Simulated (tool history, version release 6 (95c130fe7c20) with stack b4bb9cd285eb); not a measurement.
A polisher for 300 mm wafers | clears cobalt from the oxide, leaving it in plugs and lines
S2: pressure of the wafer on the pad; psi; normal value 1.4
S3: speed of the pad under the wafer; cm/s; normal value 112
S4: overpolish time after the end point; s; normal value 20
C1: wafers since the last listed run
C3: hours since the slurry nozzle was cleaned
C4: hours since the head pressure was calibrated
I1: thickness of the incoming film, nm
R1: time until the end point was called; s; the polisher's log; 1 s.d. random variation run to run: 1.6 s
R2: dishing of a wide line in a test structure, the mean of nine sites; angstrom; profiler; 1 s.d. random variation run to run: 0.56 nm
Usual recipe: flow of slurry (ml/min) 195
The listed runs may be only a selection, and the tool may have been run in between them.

{"run": 1, "day": 0.0, "flow of slurry (ml/min)": 195, "S2": 1.4, "S3": 112, "S4": 20, "C1": 0, "wafers polished on this pad": 272, "C3": 227.2, "C4": 439, "I1": 342.4, "R1": 86.4, "R2": 464}
{"run": 2, "day": 1.0, "flow of slurry (ml/min)": 195, "S2": 1.1, "S3": 112, "S4": 20, "C1": 113, "wafers polished on this pad": 386, "C3": 251.2, "C4": 463, "I1": 344.2, "R1": 108.2, "R2": 408}
{"day": 1.517, "done": "slurry nozzle cleaned"}
{"day": 2.008, "done": "worn pad replaced by a new one"}
{"run": 3, "day": 2.029, "flow of slurry (ml/min)": 195, "S2": 1.4, "S3": 138, "S4": 20, "C1": 93, "wafers polished on this pad": 2, "C3": 12.3, "C4": 487.7, "I1": 351.7, "R1": 69.4, "R2": 516}
{"run": 4, "day": 2.588, "flow of slurry (ml/min)": 195, "S2": 1.4, "S3": 138, "S4": 20, "C1": 63, "wafers polished on this pad": 65, "C3": 25.7, "C4": 501.1, "I1": 348.3, "R1": 67.6, "R2": 511}
{"run": 5, "day": 3.575, "flow of slurry (ml/min)": 195, "S2": 1.4, "S3": 138, "S4": 20, "C1": 112, "wafers polished on this pad": 177, "C3": 49.4, "C4": 524.8, "I1": 340.5, "R1": 65.1, "R2": 497}
{"run": 6, "day": 4.825, "flow of slurry (ml/min)": 195, "S2": 1.7, "S3": 112, "S4": 20, "C1": 141, "wafers polished on this pad": 319, "C3": 79.4, "C4": 554.8, "I1": 349, "R1": 71, "R2": 508}
{"run": 7, "day": 6.208, "flow of slurry (ml/min)": 195, "S2": 1.4, "S3": 112, "S4": 20, "C1": 156, "wafers polished on this pad": 476, "C3": 112.6, "C4": 588, "I1": 339.7, "R1": 87, "R2": 455}
{"day": 7.15, "done": "worn pad replaced by a new one"}
{"run": 8, "day": 7.504, "flow of slurry (ml/min)": 195, "S2": 1.4, "S3": 112, "S4": 20, "C1": 128, "wafers polished on this pad": 40, "C3": 143.7, "C4": 619.1, "I1": 341.7, "R1": 78.2, "R2": 471}
{"day": 8.75, "done": "head pressure recalibrated"}
{"run": 9, "day": 8.783, "flow of slurry (ml/min)": 195, "S2": 1.4, "S3": 112, "S4": 18, "C1": 135, "wafers polished on this pad": 176, "C3": 174.4, "C4": 0.8, "I1": 345.1, "R1": 91.1, "R2": 420}
{"run": 10, "day": 10.242, "flow of slurry (ml/min)": 195, "S2": 1.2, "S3": 150, "S4": 13, "C1": 165, "wafers polished on this pad": 341, "C3": 209.4, "C4": 35.8, "I1": 343.7, "R1": 82.1, "R2": 373}
{"run": 11, "day": 11.179, "flow of slurry (ml/min)": 195, "S2": 1.4, "S3": 112, "S4": 20, "C1": 106, "wafers polished on this pad": 447, "C3": 231.9, "C4": 58.3, "I1": 346.5, "R1": 95.8, "R2": 429}
{"day": 12.208, "done": "slurry nozzle cleaned"}
{"run": 12, "day": 12.404, "flow of slurry (ml/min)": 220, "S2": 1.2, "S3": 132, "S4": 20, "C1": 134, "wafers polished on this pad": 582, "C3": 4.7, "C4": 87.7, "I1": 344.1, "R1": 96.9, "R2": 432}
{"day": 12.588, "done": "worn pad replaced by a new one"}
{"run": 13, "day": 13.388, "flow of slurry (ml/min)": 140, "S2": 1.2, "S3": 102, "S4": 9, "C1": 92, "wafers polished on this pad": 90, "C3": 28.3, "C4": 111.3, "I1": 348.7, "R1": 121.6, "R2": 222}
{"run": 14, "day": 13.917, "flow of slurry (ml/min)": 195, "S2": 1.4, "S3": 112, "S4": 20, "C1": 60, "wafers polished on this pad": 150, "C3": 41, "C4": 124, "I1": 345.2, "R1": 92.2, "R2": 454}
{"run": 15, "day": 14.967, "flow of slurry (ml/min)": 195, "S2": 1.6, "S3": 146, "S4": 20, "C1": 119, "wafers polished on this pad": 269, "C3": 66.2, "C4": 149.2, "I1": 345.4, "R1": 61.4, "R2": 513}
{"run": 16, "day": 15.683, "flow of slurry (ml/min)": 150, "S2": 1.4, "S3": 132, "S4": 20, "C1": 81, "wafers polished on this pad": 351, "C3": 83.4, "C4": 166.4, "I1": 346.1, "R1": 79.1, "R2": 468}
{"run": 17, "day": 16.738, "flow of slurry (ml/min)": 220, "S2": 1.6, "S3": 124, "S4": 24, "C1": 119, "wafers polished on this pad": 470, "C3": 108.7, "C4": 191.7, "I1": 344.5, "R1": 74.7, "R2": 518}
{"run": 18, "day": 17.904, "flow of slurry (ml/min)": 195, "S2": 1.4, "S3": 112, "S4": 20, "C1": 132, "wafers polished on this pad": 603, "C3": 136.7, "C4": 219.7, "I1": 340.9, "R1": 98, "R2": 419}

What will run 19 give?
{"day": 18.383, "done": "worn pad replaced by a new one"}
{"run": 19, "day": 19.062, "flow of slurry (ml/min)": 245, "S2": 1, "S3": 138, "S4": 20, "C1": 112, "wafers polished on this pad": 77, "C3": 164.5, "C4": 247.5, "I1": 351.3, "R1": "?", "R2": "?"}

Run 19 yielded R1 97 s, R2 441 angstrom.
With the hidden condition absent and the run-to-run variation left alone, this run would have shown R1 107 s, R2 420 angstrom.

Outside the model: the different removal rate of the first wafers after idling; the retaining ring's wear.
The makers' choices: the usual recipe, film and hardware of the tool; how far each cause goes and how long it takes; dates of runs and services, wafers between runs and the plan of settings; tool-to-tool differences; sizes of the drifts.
